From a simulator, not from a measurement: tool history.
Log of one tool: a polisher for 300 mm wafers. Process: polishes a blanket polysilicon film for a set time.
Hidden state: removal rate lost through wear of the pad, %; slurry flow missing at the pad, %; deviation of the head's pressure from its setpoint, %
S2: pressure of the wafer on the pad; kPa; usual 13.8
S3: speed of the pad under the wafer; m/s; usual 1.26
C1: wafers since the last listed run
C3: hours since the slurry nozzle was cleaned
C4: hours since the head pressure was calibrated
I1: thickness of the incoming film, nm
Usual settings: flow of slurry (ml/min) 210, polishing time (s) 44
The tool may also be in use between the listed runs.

{"run": 1, "hour": 0.0, "flow of slurry (ml/min)": 210, "S2": 13.8, "S3": 1.26, "polishing time (s)": 44, "C1": 0, "wafers polished on this pad": 529, "C3": 306.8, "C4": 741.0, "I1": 1565.3, "film removed (nm)": 272.2}
{"run": 2, "hour": 12.0, "flow of slurry (ml/min)": 210, "S2": 13.8, "S3": 1.26, "polishing time (s)": 44, "C1": 162, "wafers polished on this pad": 692, "C3": 318.8, "C4": 753.0, "I1": 1557.5, "film removed (nm)": 276.9}
{"run": 3, "hour": 28.7, "flow of slurry (ml/min)": 210, "S2": 13.8, "S3": 1.26, "polishing time (s)": 44, "C1": 226, "wafers polished on this pad": 918, "C3": 335.5, "C4": 769.7, "I1": 1563.4, "film removed (nm)": 268.0}
{"run": 4, "hour": 38.2, "flow of slurry (ml/min)": 210, "S2": 13.8, "S3": 1.26, "polishing time (s)": 44, "C1": 128, "wafers polished on this pad": 1046, "C3": 345.0, "C4": 779.2, "I1": 1531.7, "film removed (nm)": 264.1}
{"hour": 46.0, "done": "worn pad replaced by a new one"}
{"run": 5, "hour": 47.4, "flow of slurry (ml/min)": 210, "S2": 13.8, "S3": 1.26, "polishing time (s)": 44, "C1": 70, "wafers polished on this pad": 19, "C3": 354.2, "C4": 788.4, "I1": 1527.1, "film removed (nm)": 246.4}
{"run": 6, "hour": 55.4, "flow of slurry (ml/min)": 210, "S2": 13.8, "S3": 1.26, "polishing time (s)": 44, "C1": 108, "wafers polished on this pad": 127, "C3": 362.2, "C4": 796.4, "I1": 1535.9, "film removed (nm)": 245.5}
{"run": 7, "hour": 72.1, "flow of slurry (ml/min)": 210, "S2": 13.8, "S3": 1.26, "polishing time (s)": 44, "C1": 226, "wafers polished on this pad": 353, "C3": 378.9, "C4": 813.1, "I1": 1562.6, "film removed (nm)": 245.4}
{"run": 8, "hour": 86.9, "flow of slurry (ml/min)": 210, "S2": 13.8, "S3": 1.26, "polishing time (s)": 44, "C1": 200, "wafers polished on this pad": 554, "C3": 393.7, "C4": 827.9, "I1": 1517.0, "film removed (nm)": 236.6}
{"hour": 104.6, "done": "slurry nozzle cleaned"}
{"hour": 106.0, "done": "worn pad replaced by a new one, repeated, since the last time left the tool worse"}
{"run": 9, "hour": 106.5, "flow of slurry (ml/min)": 270, "S2": 13.8, "S3": 1.08, "polishing time (s)": 38, "C1": 233, "wafers polished on this pad": 6, "C3": 1.9, "C4": 847.5, "I1": 1532.0, "film removed (nm)": 229.6}
{"run": 10, "hour": 151.9, "flow of slurry (ml/min)": 210, "S2": 11.7, "S3": 1.26, "polishing time (s)": 44, "C1": 614, "wafers polished on this pad": 621, "C3": 47.3, "C4": 892.9, "I1": 1536.3, "film removed (nm)": 242.2}
{"run": 11, "hour": 165.1, "flow of slurry (ml/min)": 175, "S2": 16.5, "S3": 1.26, "polishing time (s)": 51, "C1": 178, "wafers polished on this pad": 800, "C3": 60.5, "C4": 906.1, "I1": 1536.8, "film removed (nm)": 369.1}
{"hour": 176.2, "done": "worn pad replaced by a new one"}
{"run": 12, "hour": 181.2, "flow of slurry (ml/min)": 265, "S2": 13.8, "S3": 1.26, "polishing time (s)": 36, "C1": 163, "wafers polished on this pad": 68, "C3": 76.6, "C4": 922.2, "I1": 1542.1, "film removed (nm)": 234.4}
{"hour": 187.2, "done": "head pressure recalibrated"}
{"run": 13, "hour": 187.8, "flow of slurry (ml/min)": 210, "S2": 13.8, "S3": 1.26, "polishing time (s)": 44, "C1": 62, "wafers polished on this pad": 130, "C3": 83.2, "C4": 0.6, "I1": 1514.3, "film removed (nm)": 284.4}
{"run": 14, "hour": 195.6, "flow of slurry (ml/min)": 210, "S2": 16.5, "S3": 1.26, "polishing time (s)": 44, "C1": 105, "wafers polished on this pad": 236, "C3": 91.0, "C4": 8.4, "I1": 1520.8, "film removed (nm)": 331.9}
{"run": 15, "hour": 241.3, "flow of slurry (ml/min)": 210, "S2": 13.8, "S3": 1.54, "polishing time (s)": 36, "C1": 618, "wafers polished on this pad": 855, "C3": 136.7, "C4": 54.1, "I1": 1550.9, "film removed (nm)": 247.7}
{"hour": 249.4, "done": "worn pad replaced by a new one"}
{"run": 16, "hour": 257.6, "flow of slurry (ml/min)": 140, "S2": 13.8, "S3": 1.4, "polishing time (s)": 53, "C1": 166, "wafers polished on this pad": 111, "C3": 153.0, "C4": 70.4, "I1": 1530.8, "film removed (nm)": 335.4}

Forecast each of these 5 alternatives for the next run:
{"run": "A", "hour": 258.0, "flow of slurry (ml/min)": 210, "S2": 13.8, "S3": 1.38, "polishing time (s)": 44, "C1": 5, "wafers polished on this pad": 116, "C3": 153.4, "C4": 70.8, "I1": 1552.3, "film removed (nm)": "?"}
{"run": "B", "hour": 258.0, "flow of slurry (ml/min)": 275, "S2": 12.4, "S3": 1.26, "polishing time (s)": 34, "C1": 5, "wafers polished on this pad": 116, "C3": 153.4, "C4": 70.8, "I1": 1552.3, "film removed (nm)": "?"}
{"run": "C", "hour": 258.0, "flow of slurry (ml/min)": 180, "S2": 12.4, "S3": 1.5, "polishing time (s)": 57, "C1": 5, "wafers polished on this pad": 116, "C3": 153.4, "C4": 70.8, "I1": 1552.3, "film removed (nm)": "?"}
{"run": "D", "hour": 258.0, "flow of slurry (ml/min)": 210, "S2": 9.0, "S3": 1.26, "polishing time (s)": 57, "C1": 5, "wafers polished on this pad": 116, "C3": 153.4, "C4": 70.8, "I1": 1552.3, "film removed (nm)": "?"}
{"run": "E", "hour": 258.0, "flow of slurry (ml/min)": 140, "S2": 13.8, "S3": 0.86, "polishing time (s)": 44, "C1": 5, "wafers polished on this pad": 116, "C3": 153.4, "C4": 70.8, "I1": 1552.3, "film removed (nm)": "?"}

run=A film_removed_(nm)=299.2
run=B film_removed_(nm)=204.0
run=C film_removed_(nm)=364.8
run=D film_removed_(nm)=248.1
run=E film_removed_(nm)=205.9
Without the tool's hidden state the same runs would have given:
run=A film_removed_(nm)=301.1
run=B film_removed_(nm)=205.2
run=C film_removed_(nm)=367.1
run=D film_removed_(nm)=249.6
run=E film_removed_(nm)=207.1
